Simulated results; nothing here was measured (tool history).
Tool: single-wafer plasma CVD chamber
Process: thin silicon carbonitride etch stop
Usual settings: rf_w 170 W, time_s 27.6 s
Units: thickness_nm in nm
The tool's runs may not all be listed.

| run | hour | rf_w | time_s | read-back reference wafer on the same gauge, thickness_nm | thickness_nm |
|---|---|---|---|---|---|
| 1 | 0.0 | 170 | 27.6 | 12.997 | 14.218 |
| 2 | 46.6 | 170 | 27.6 | 12.994 | 14.207 |
| 3 | 260.2 | 170 | 27.6 | 13.011 | 14.218 |
|  | 310.5 | showerhead replaced |
| 4 | 311.0 | 170 | 27.6 | 12.997 | 14.176 |
| 5 | 360.9 | 170 | 27.6 | 13.001 | 14.200 |
|  | 467.9 | RF generator calibrated |
| 6 | 468.4 | 170 | 29.0 | 13.002 | 15.007 |
| 7 | 554.1 | 170 | 27.6 | 13.004 | 14.270 |
| 8 | 651.5 | 195 | 25.9 | 13.002 | 13.976 |
|  | 664.7 | thermocouple changed; heater temperature recalibrated |
|  | 682.6 | gauge calibrated |
| 9 | 687.6 | 170 | 27.6 | 12.999 | 14.299 |
| 10 | 741.6 | 195 | 31.5 | 12.996 | 16.962 |
| 11 | 812.6 | 140 | 27.6 | 13.002 | 13.456 |
| 12 | 920.1 | 145 | 30.0 | 13.007 | 14.770 |
| 13 | 973.4 | 200 | 32.5 | 13.008 | 17.592 |
| 14 | 1023.5 | 185 | 22.5 | 13.001 | 11.868 |

Forecast each of these 3 alternatives for the next run:
| A | 1023.9 | 135 | 27.6 | ? | ? |
| B | 1023.9 | 200 | 29.1 | ? | ? |
| C | 1023.9 | 200 | 22.9 | ? | ? |

| run | read-back reference wafer on the same gauge, thickness_nm | thickness_nm |
|---|---|---|
| A | 12.999 | 13.287 |
| B | 12.999 | 15.744 |
| C | 12.999 | 12.390 |
Without the tool's hidden state the same runs would have given:
| run | thickness_nm |
|---|---|
| A | 13.376 |
| B | 15.849 |
| C | 12.472 |

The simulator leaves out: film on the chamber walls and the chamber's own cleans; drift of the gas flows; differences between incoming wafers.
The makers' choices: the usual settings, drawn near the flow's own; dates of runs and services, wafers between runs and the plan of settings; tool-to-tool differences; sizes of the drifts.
